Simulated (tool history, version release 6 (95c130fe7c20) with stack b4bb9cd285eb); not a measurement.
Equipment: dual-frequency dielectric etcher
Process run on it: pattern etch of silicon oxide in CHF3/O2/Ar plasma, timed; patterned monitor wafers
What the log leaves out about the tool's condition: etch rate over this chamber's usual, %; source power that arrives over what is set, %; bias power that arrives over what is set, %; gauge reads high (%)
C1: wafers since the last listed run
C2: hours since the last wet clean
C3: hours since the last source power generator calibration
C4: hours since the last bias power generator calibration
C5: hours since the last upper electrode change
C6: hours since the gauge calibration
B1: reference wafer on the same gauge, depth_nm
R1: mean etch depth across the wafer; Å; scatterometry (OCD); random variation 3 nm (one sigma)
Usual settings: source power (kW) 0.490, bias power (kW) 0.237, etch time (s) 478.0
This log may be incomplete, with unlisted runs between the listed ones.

Run 1, hour 0.0: usual settings but source power (kW) 0.550; C1 0; C2 214.3; C3 1933.6; C4 4036.9; C5 4346.3; C6 703.2; B1 1361.0. Result: R1 11932 Å.
Run 2, hour 49.7: usual settings; C1 252; C2 264.0; C3 1983.3; C4 4086.6; C5 4396.0; C6 752.9; B1 1360.7. Result: R1 11511 Å.
Run 3, hour 117.2: usual settings; C1 343; C2 331.5; C3 2050.8; C4 4154.1; C5 4463.5; C6 820.4; B1 1359.8. Result: R1 11518 Å.
Run 4, hour 171.8: usual settings; C1 277; C2 386.1; C3 2105.4; C4 4208.7; C5 4518.1; C6 875.0; B1 1358.5. Result: R1 11532 Å.
Run 5, hour 215.8: usual settings; C1 223; C2 430.1; C3 2149.4; C4 4252.7; C5 4562.1; C6 919.0; B1 1357.6. Result: R1 11516 Å.
At hour 251.4: wet clean of the chamber.
Run 6, hour 283.3: usual settings; C1 221; C2 31.9; C3 2216.9; C4 4320.2; C5 4629.6; C6 986.5; B1 1357.2. Result: R1 11492 Å.
Run 7, hour 389.8: usual settings but bias power (kW) 0.198; C1 541; C2 138.4; C3 2323.4; C4 4426.7; C5 4736.1; C6 1093.0; B1 1354.7. Result: R1 10566 Å.
Run 8, hour 460.8: usual settings but etch time (s) 403.5; C1 361; C2 209.4; C3 2394.4; C4 4497.7; C5 4807.1; C6 1164.0; B1 1353.2. Result: R1 9697 Å.
Run 9, hour 506.7: usual settings but etch time (s) 403.5; C1 233; C2 255.3; C3 2440.3; C4 4543.6; C5 4853.0; C6 1209.9; B1 1351.5. Result: R1 9690 Å.
At hour 580.9: bias power generator calibrated.
Run 10, hour 634.0: usual settings but etch time (s) 403.5; C1 627; C2 382.6; C3 2567.6; C4 53.1; C5 4980.3; C6 1337.2; B1 1349.6. Result: R1 9702 Å.
At hour 673.1: wet clean of the chamber.
Run 11, hour 683.8: usual settings but etch time (s) 399.5; C1 131; C2 10.7; C3 2617.4; C4 102.9; C5 5030.1; C6 1387.0; B1 1348.1. Result: R1 9575 Å.
At hour 724.1: gauge calibrated.
Run 12, hour 743.0: usual settings but source power (kW) 0.570, bias power (kW) 0.211; C1 301; C2 69.9; C3 2676.6; C4 162.1; C5 5089.3; C6 18.9; B1 1368.2. Result: R1 11511 Å.
At hour 797.0: upper electrode replaced.
Run 13, hour 797.5: usual settings; C1 155; C2 124.4; C3 2731.1; C4 216.6; C5 0.5; C6 73.4; B1 1368.4. Result: R1 11608 Å.
Run 14, hour 834.2: usual settings but source power (kW) 0.410, bias power (kW) 0.182, etch time (s) 621.0; C1 186; C2 161.1; C3 2767.8; C4 253.3; C5 37.2; C6 110.1; B1 1368.4. Result: R1 12580 Å.
Run 15, hour 939.1: usual settings but source power (kW) 0.430, bias power (kW) 0.264, etch time (s) 577.5; C1 533; C2 266.0; C3 2872.7; C4 358.2; C5 142.1; C6 215.0; B1 1368.0. Result: R1 14163 Å.
Run 16, hour 1039.3: usual settings but etch time (s) 403.5; C1 509; C2 366.2; C3 2972.9; C4 458.4; C5 242.3; C6 315.2; B1 1367.6. Result: R1 9822 Å.
At hour 1070.2: wet clean of the chamber.
At hour 1075.2: source power generator calibrated.
Run 17, hour 1142.5: usual settings but bias power (kW) 0.186; C1 382; C2 72.3; C3 67.3; C4 561.6; C5 345.5; C6 418.4; B1 1367.4. Result: R1 10296 Å.
Run 18, hour 1242.9: usual settings but etch time (s) 599.0; C1 510; C2 172.7; C3 167.7; C4 662.0; C5 445.9; C6 518.8; B1 1366.6. Result: R1 14546 Å.
Run 19, hour 1324.9: usual settings but source power (kW) 0.550, bias power (kW) 0.179; C1 417; C2 254.7; C3 249.7; C4 744.0; C5 527.9; C6 600.8; B1 1365.3. Result: R1 10471 Å.
Run 20, hour 1376.9: usual settings but bias power (kW) 0.261; C1 264; C2 306.7; C3 301.7; C4 796.0; C5 579.9; C6 652.8; B1 1364.5. Result: R1 12088 Å.

What differs in the tool's unlogged condition from the final listed run ahead of each entry between runs to the first listed run following it?
After run 5, before run 6: wet clean of the chamber (hour 251.4)
  gauge reads high (%): -0.872 -> -0.958
  measured less the result without the state, R1: -101 -> -111 Å
After run 9, before run 10: bias power generator calibrated (hour 580.9)
  gauge reads high (%): -1.28 -> -1.5
  measured less the result without the state, R1: -125 -> -148 Å
After run 10, before run 11: wet clean of the chamber (hour 673.1)
  gauge reads high (%): -1.5 -> -1.59
  measured less the result without the state, R1: -148 -> -155 Å
After run 11, before run 12: gauge calibrated (hour 724.1)
  gauge reads high (%): -1.59 -> -0.0841
  measured less the result without the state, R1: -155 -> -10 Å
After run 12, before run 13: upper electrode replaced (hour 797.0)
  gauge reads high (%): -0.0841 -> -0.0875
  measured less the result without the state, R1: -10 -> -10 Å
After run 16, before run 17: wet clean of the chamber (hour 1070.2); source power generator calibrated (hour 1075.2)
  gauge reads high (%): -0.15 -> -0.2
  measured less the result without the state, R1: -15 -> -21 Å
